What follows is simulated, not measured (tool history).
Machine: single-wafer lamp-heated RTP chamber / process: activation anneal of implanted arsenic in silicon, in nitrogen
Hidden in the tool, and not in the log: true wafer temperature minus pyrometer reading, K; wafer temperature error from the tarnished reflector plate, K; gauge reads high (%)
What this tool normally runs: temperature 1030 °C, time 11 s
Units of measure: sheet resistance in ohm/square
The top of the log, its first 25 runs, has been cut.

| run | hour | temperature | time | wafers since the last listed run | wafers since the last pyrometer calibration | wafers since the reflector plate was cleaned | hours since the gauge calibration | read-back reference wafer on the same gauge, sheet resistance | sheet resistance |
|---|---|---|---|---|---|---|---|---|---|
|  | 1502.3 | reflector plate cleaned |
| 26 | 1513.0 | 1016 | 7 | 1215 | 5872 | 207 | 704.6 | 578.95 | 553.94 |
|  | 1590.8 | pyrometer window cleaned and pyrometer calibrated |
| 27 | 1697.8 | 1020 | 14 | 3448 | 2086 | 3656 | 889.4 | 578.88 | 542.02 |
| 28 | 1754.6 | 1030 | 6 | 1107 | 3194 | 4764 | 946.2 | 579.09 | 551.91 |
| 29 | 1821.4 | 1030 | 11 | 1302 | 4497 | 6067 | 1013.0 | 578.85 | 538.39 |
| 30 | 1851.0 | 1030 | 11 | 577 | 5074 | 6644 | 1042.6 | 578.90 | 539.65 |
| 31 | 1890.8 | 1055 | 11 | 776 | 5850 | 7421 | 1082.4 | 579.18 | 527.14 |
| 32 | 1923.9 | 1057 | 16 | 645 | 6496 | 8066 | 1115.5 | 579.10 | 511.56 |
| 33 | 1968.5 | 1012 | 8 | 869 | 7366 | 8936 | 1160.1 | 579.16 | 553.41 |
| 34 | 1993.1 | 1039 | 16 | 479 | 7846 | 9416 | 1184.7 | 579.08 | 523.67 |
|  | 2003.0 | pyrometer window cleaned and pyrometer calibrated |
| 35 | 2023.7 | 1030 | 11 | 440 | 404 | 9857 | 1215.3 | 579.07 | 543.71 |

5 ways to go on from here, each from the tool as it stands after run 35. What would each give?
| A | 2024.1 | 1051 | 11 | 7 | 412 | 9865 | 1215.7 | ? | ? |
| B | 2024.1 | 1051 | 15 | 7 | 412 | 9865 | 1215.7 | ? | ? |
| C | 2024.1 | 1043 | 11 | 7 | 412 | 9865 | 1215.7 | ? | ? |
| D | 2024.1 | 1009 | 11 | 7 | 412 | 9865 | 1215.7 | ? | ? |
| E | 2024.1 | 1000 | 15 | 7 | 412 | 9865 | 1215.7 | ? | ? |

| run | read-back reference wafer on the same gauge, sheet resistance | sheet resistance |
|---|---|---|
| A | 578.97 | 532.00 |
| B | 578.97 | 523.90 |
| C | 578.97 | 536.56 |
| D | 578.97 | 553.31 |
| E | 578.97 | 551.51 |
Take away the tool's hidden state, keep each run's random variation, and the runs would have read:
| run | sheet resistance |
|---|---|
| A | 532.96 |
| B | 524.94 |
| C | 537.50 |
| D | 553.97 |
| E | 552.20 |
